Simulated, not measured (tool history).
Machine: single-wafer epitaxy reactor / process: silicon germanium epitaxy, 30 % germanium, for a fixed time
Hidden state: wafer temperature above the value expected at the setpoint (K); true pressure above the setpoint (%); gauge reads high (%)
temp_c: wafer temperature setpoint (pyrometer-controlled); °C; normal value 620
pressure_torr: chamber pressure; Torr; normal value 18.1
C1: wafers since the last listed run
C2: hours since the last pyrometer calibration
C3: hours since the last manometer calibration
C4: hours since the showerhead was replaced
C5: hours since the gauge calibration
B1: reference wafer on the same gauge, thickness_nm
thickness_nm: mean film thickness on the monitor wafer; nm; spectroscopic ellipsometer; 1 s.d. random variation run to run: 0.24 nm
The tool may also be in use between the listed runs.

Run 1, hour 0: usual settings but temp_c 631 °C, pressure_torr 19.2 Torr; C1 0; C2 2018.8; C3 1662.7; C4 4363.4; C5 414; B1 92.026. Result: thickness_nm 105.354 nm.
Run 2, hour 12.5: usual settings but temp_c 631 °C, pressure_torr 19.2 Torr; C1 197; C2 2031.3; C3 1675.2; C4 4375.9; C5 426.5; B1 91.876. Result: thickness_nm 105.714 nm.
Run 3, hour 27.9: usual settings but temp_c 631 °C, pressure_torr 19.2 Torr; C1 243; C2 2046.7; C3 1690.6; C4 4391.3; C5 441.9; B1 92.044. Result: thickness_nm 105.319 nm.
Run 4, hour 82.9: usual settings but pressure_torr 19.8 Torr; C1 868; C2 2101.7; C3 1745.6; C4 4446.3; C5 496.9; B1 92.036. Result: thickness_nm 85.929 nm.
Run 5, hour 103.2: usual settings but pressure_torr 14.8 Torr; C1 320; C2 2122; C3 1765.9; C4 4466.6; C5 517.2; B1 92.09. Result: thickness_nm 78.201 nm.
Run 6, hour 138.3: usual settings but pressure_torr 14.8 Torr; C1 554; C2 2157.1; C3 1801; C4 4501.7; C5 552.3; B1 91.95. Result: thickness_nm 77.915 nm.
Run 7, hour 161.8: usual settings but pressure_torr 14.8 Torr; C1 371; C2 2180.6; C3 1824.5; C4 4525.2; C5 575.8; B1 92.04. Result: thickness_nm 78.442 nm.
Run 8, hour 173.9: usual settings; C1 191; C2 2192.7; C3 1836.6; C4 4537.3; C5 587.9; B1 91.997. Result: thickness_nm 83.057 nm.
Run 9, hour 199.2: usual settings but pressure_torr 20.4 Torr; C1 399; C2 2218; C3 1861.9; C4 4562.6; C5 613.2; B1 91.962. Result: thickness_nm 87.153 nm.
Run 10, hour 212.2: usual settings but pressure_torr 20.4 Torr; C1 205; C2 2231; C3 1874.9; C4 4575.6; C5 626.2; B1 91.96. Result: thickness_nm 87.221 nm.
Run 11, hour 240: usual settings; C1 439; C2 2258.8; C3 1902.7; C4 4603.4; C5 654; B1 91.901. Result: thickness_nm 84.087 nm.
Run 12, hour 274: usual settings; C1 536; C2 2292.8; C3 1936.7; C4 4637.4; C5 688; B1 91.989. Result: thickness_nm 83.196 nm.
Run 13, hour 304.6: usual settings; C1 483; C2 2323.4; C3 1967.3; C4 4668; C5 718.6; B1 91.937. Result: thickness_nm 83.539 nm.
Run 14, hour 323.8: usual settings; C1 303; C2 2342.6; C3 1986.5; C4 4687.2; C5 737.8; B1 91.949. Result: thickness_nm 83.223 nm.
Run 15, hour 352: usual settings; C1 445; C2 2370.8; C3 2014.7; C4 4715.4; C5 766; B1 91.951. Result: thickness_nm 83.69 nm.
Run 16, hour 383.5: usual settings; C1 497; C2 2402.3; C3 2046.2; C4 4746.9; C5 797.5; B1 92. Result: thickness_nm 83.734 nm.
Run 17, hour 407.3: usual settings; C1 375; C2 2426.1; C3 2070; C4 4770.7; C5 821.3; B1 91.892. Result: thickness_nm 83.498 nm.
At hour 426.5: pyrometer calibrated.
Run 18, hour 426.9: usual settings but temp_c 628 °C, pressure_torr 15.2 Torr; C1 183; C2 0.4; C3 2089.6; C4 4790.3; C5 840.9; B1 92.113. Result: thickness_nm 83.193 nm.
Run 19, hour 442.4: usual settings but pressure_torr 19.8 Torr; C1 244; C2 15.9; C3 2105.1; C4 4805.8; C5 856.4; B1 91.991. Result: thickness_nm 77.575 nm.
Run 20, hour 460.5: usual settings but temp_c 616 °C, pressure_torr 16.4 Torr; C1 285; C2 34; C3 2123.2; C4 4823.9; C5 874.5; B1 91.911. Result: thickness_nm 67.629 nm.
Run 21, hour 486.1: usual settings but temp_c 616 °C, pressure_torr 22.4 Torr; C1 404; C2 59.6; C3 2148.8; C4 4849.5; C5 900.1; B1 92.03. Result: thickness_nm 75.161 nm.
Run 22, hour 512.2: usual settings but temp_c 607 °C; C1 412; C2 85.7; C3 2174.9; C4 4875.6; C5 926.2; B1 91.955. Result: thickness_nm 57.757 nm.
At hour 516.1: gauge calibrated.
At hour 547.7: capacitance manometer re-zeroed and calibrated.
At hour 548.7: pyrometer calibrated, repeated, since the last time left the tool worse.
Run 23, hour 549.2: usual settings; C1 440; C2 0.5; C3 1.5; C4 4912.6; C5 33.1; B1 91.979. Result: thickness_nm 79.801 nm.
Run 24, hour 580: usual settings; C1 486; C2 31.3; C3 32.3; C4 4943.4; C5 63.9; B1 91.912. Result: thickness_nm 80.689 nm.
At hour 594.8: showerhead replaced.
Run 25, hour 611.8: usual settings but temp_c 627 °C, pressure_torr 22 Torr; C1 375; C2 63.1; C3 64.1; C4 17; C5 95.7; B1 91.941. Result: thickness_nm 99.058 nm.
Run 26, hour 640.4: usual settings; C1 451; C2 91.7; C3 92.7; C4 45.6; C5 124.3; B1 91.916. Result: thickness_nm 81.302 nm.
Run 27, hour 711.1: usual settings; C1 1116; C2 162.4; C3 163.4; C4 116.3; C5 195; B1 92.013. Result: thickness_nm 80.704 nm.
Run 28, hour 731.6: usual settings but pressure_torr 19.9 Torr; C1 323; C2 182.9; C3 183.9; C4 136.8; C5 215.5; B1 92.151. Result: thickness_nm 83.889 nm.
Run 29, hour 757: usual settings but temp_c 630 °C, pressure_torr 21.8 Torr; C1 401; C2 208.3; C3 209.3; C4 162.2; C5 240.9; B1 91.99. Result: thickness_nm 105.73 nm.
Run 30, hour 778.1: usual settings but temp_c 606 °C, pressure_torr 19.6 Torr; C1 333; C2 229.4; C3 230.4; C4 183.3; C5 262; B1 92.114. Result: thickness_nm 62.976 nm.
Run 31, hour 810.1: usual settings but temp_c 633 °C, pressure_torr 20.3 Torr; C1 505; C2 261.4; C3 262.4; C4 215.3; C5 294; B1 91.933. Result: thickness_nm 109.206 nm.
Run 32, hour 822.6: usual settings but temp_c 634 °C, pressure_torr 15.1 Torr; C1 197; C2 273.9; C3 274.9; C4 227.8; C5 306.5; B1 92.005. Result: thickness_nm 100.673 nm.

Forecast each of these 5 alternatives for the next run:
Run A, hour 823: usual settings; C1 6; C2 274.3; C3 275.3; C4 228.2; C5 306.9; B1 ?. Result: thickness_nm ?.
Run B, hour 823: usual settings but temp_c 615 °C; C1 6; C2 274.3; C3 275.3; C4 228.2; C5 306.9; B1 ?. Result: thickness_nm ?.
Run C, hour 823: usual settings but temp_c 626 °C, pressure_torr 15.9 Torr; C1 6; C2 274.3; C3 275.3; C4 228.2; C5 306.9; B1 ?. Result: thickness_nm ?.
Run D, hour 823: usual settings but temp_c 626 °C, pressure_torr 19.5 Torr; C1 6; C2 274.3; C3 275.3; C4 228.2; C5 306.9; B1 ?. Result: thickness_nm ?.
Run E, hour 823: usual settings but temp_c 634 °C, pressure_torr 20.6 Torr; C1 6; C2 274.3; C3 275.3; C4 228.2; C5 306.9; B1 ?. Result: thickness_nm ?.

run     B1  thickness_nm
  A  91.89        81.372
  B  91.89        73.623
  C  91.89        87.802
  D  91.89        93.899
  E  91.89       111.696
Take away the tool's hidden state, keep each run's random variation, and the runs would have read:
run  thickness_nm
  A        80.874
  B        73.167
  C        87.273
  D        93.333
  E       111.036

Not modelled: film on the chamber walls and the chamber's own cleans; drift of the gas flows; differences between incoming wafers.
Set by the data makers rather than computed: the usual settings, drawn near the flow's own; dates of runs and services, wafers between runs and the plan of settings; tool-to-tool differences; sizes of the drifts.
